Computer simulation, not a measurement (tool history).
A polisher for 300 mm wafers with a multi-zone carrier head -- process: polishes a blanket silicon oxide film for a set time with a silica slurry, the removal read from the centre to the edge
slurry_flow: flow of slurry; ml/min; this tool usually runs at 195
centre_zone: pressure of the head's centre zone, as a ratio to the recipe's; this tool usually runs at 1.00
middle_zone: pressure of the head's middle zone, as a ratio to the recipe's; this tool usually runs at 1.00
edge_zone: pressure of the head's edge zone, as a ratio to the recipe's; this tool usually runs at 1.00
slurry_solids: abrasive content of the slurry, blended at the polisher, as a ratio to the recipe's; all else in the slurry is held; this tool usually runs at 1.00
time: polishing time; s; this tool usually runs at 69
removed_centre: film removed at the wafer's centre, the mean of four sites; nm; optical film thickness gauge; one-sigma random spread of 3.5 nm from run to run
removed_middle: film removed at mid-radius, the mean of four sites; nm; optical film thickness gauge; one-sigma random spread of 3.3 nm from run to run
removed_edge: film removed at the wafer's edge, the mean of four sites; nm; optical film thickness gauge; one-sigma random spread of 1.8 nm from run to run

run,hour,slurry_flow,centre_zone,middle_zone,edge_zone,slurry_solids,time,"incoming thickness of the incoming film, nm",removed_centre,removed_middle,removed_edge
1,0.0,195,1.00,1.09,1.00,1.00,69,973.8,288.0,291.3,284.0
2,13.3,195,1.00,1.09,1.00,1.00,69,965.6,287.0,283.1,283.7
3,26.7,195,1.00,1.09,1.00,1.00,69,967.9,293.1,286.7,281.6
4,41.9,195,1.00,1.00,1.06,0.85,69,971.6,266.0,243.1,267.2
5,50.2,195,1.00,1.00,1.00,1.00,74,984.5,302.5,278.7,298.4
6,90.2,195,1.00,1.00,1.00,1.00,74,977.8,273.1,272.6,294.1
7,102.9,195,1.00,1.00,1.00,1.00,74,981.5,265.8,276.0,292.2
8,117.5,195,1.00,1.00,1.00,0.85,69,962.8,233.6,234.9,256.7
9,129.3,195,1.00,1.00,1.00,1.00,69,970.2,252.4,248.3,272.7
10,145.6,195,1.00,1.00,1.00,1.00,69,979.7,291.3,291.5,301.5
11,152.3,195,0.97,1.00,1.07,1.00,69,966.5,284.0,285.9,308.9
12,166.0,235,0.90,1.00,0.94,1.00,53,973.8,206.9,227.8,228.9
13,182.0,240,1.00,1.12,1.03,1.30,69,979.1,335.1,362.9,343.3
14,193.6,195,1.00,1.00,1.00,1.00,69,970.4,292.1,282.5,297.0
15,204.5,195,1.00,1.00,1.00,1.00,69,956.7,296.4,293.3,299.0
16,211.7,230,1.00,0.95,1.00,1.00,69,968.2,300.2,289.1,305.5
17,225.2,195,1.00,1.00,1.12,1.00,47,976.2,206.4,193.3,216.4
18,238.3,195,1.00,1.04,1.00,1.00,69,958.5,295.8,302.3,301.1
19,251.3,215,1.00,1.00,1.00,1.00,57,978.1,253.6,245.0,250.5
20,267.1,195,1.00,1.00,1.00,1.00,69,964.6,298.1,286.2,300.5
21,283.3,195,1.00,1.00,1.00,0.70,83,970.4,307.8,293.3,303.9
22,292.9,140,1.00,1.00,1.00,0.75,87,991.9,303.2,301.1,317.5

Between the runs listed above, the log contained 8 entries, not reproduced here. Where in the sequence does each belong, and how does what the log doesn't record of the tool's condition differ from the listed run before to the listed run after?
In the gap between runs 3 and 4: worn pad replaced by a new one (hour 41.4)
  slurry flow missing at the pad, %: 34.3 -> 35.7; deviation of the centre zone's pressure from its setpoint, %: 10.5 -> 10.7
  difference, measured minus the result without the unlogged condition, removed_centre: -0.1 -> -1.2 nm; removed_middle: -26.6 -> -24.2 nm; removed_edge: -18.4 -> -18.7 nm
In the gap between runs 5 and 6: carrier head's membrane replaced by a new one (hour 87.6); centre zone pressure recalibrated (hour 89.7)
  slurry flow missing at the pad, %: 36.5 -> 40.5; deviation of the centre zone's pressure from its setpoint, %: 10.9 -> 0.862
  difference, measured minus the result without the unlogged condition, removed_centre: -2.2 -> -35.9 nm; removed_middle: -28.7 -> -33.6 nm; removed_edge: -21.6 -> -25.4 nm
In the gap between runs 6 and 7: worn pad replaced by a new one (hour 98.9)
  slurry flow missing at the pad, %: 40.5 -> 41.8; deviation of the centre zone's pressure from its setpoint, %: 0.862 -> 1.09
  difference, measured minus the result without the unlogged condition, removed_centre: -35.9 -> -36.7 nm; removed_middle: -33.6 -> -36.2 nm; removed_edge: -25.4 -> -26.7 nm
In the gap between runs 9 and 10: slurry nozzle cleaned (hour 145.1)
  slurry flow missing at the pad, %: 44.6 -> 1.18; deviation of the centre zone's pressure from its setpoint, %: 1.55 -> 1.84
  difference, measured minus the result without the unlogged condition, removed_centre: -38.8 -> +4.6 nm; removed_middle: -37.1 -> -0.6 nm; removed_edge: -28.1 -> -0.4 nm
In the gap between runs 10 and 11: edge zone pressure recalibrated (hour 151.8)
  slurry flow missing at the pad, %: 1.18 -> 1.19; deviation of the centre zone's pressure from its setpoint, %: 1.84 -> 1.96
  difference, measured minus the result without the unlogged condition, removed_centre: +4.6 -> +4.9 nm; removed_middle: -0.6 -> -0.6 nm; removed_edge: -0.4 -> -0.5 nm
In the gap between runs 11 and 12: worn pad replaced by a new one (hour 159.2)
  slurry flow missing at the pad, %: 1.19 -> 1.22; deviation of the centre zone's pressure from its setpoint, %: 1.96 -> 2.2
  difference, measured minus the result without the unlogged condition, removed_centre: +4.9 -> +4.2 nm; removed_middle: -0.6 -> -0.4 nm; removed_edge: -0.5 -> -0.3 nm
In the gap between runs 16 and 17: worn pad replaced by a new one (hour 224.7)
  slurry flow missing at the pad, %: 1.53 -> 1.68; deviation of the centre zone's pressure from its setpoint, %: 3 -> 3.24
  difference, measured minus the result without the unlogged condition, removed_centre: +8.1 -> +5.8 nm; removed_middle: -0.6 -> -0.6 nm; removed_edge: -0.5 -> -0.5 nm
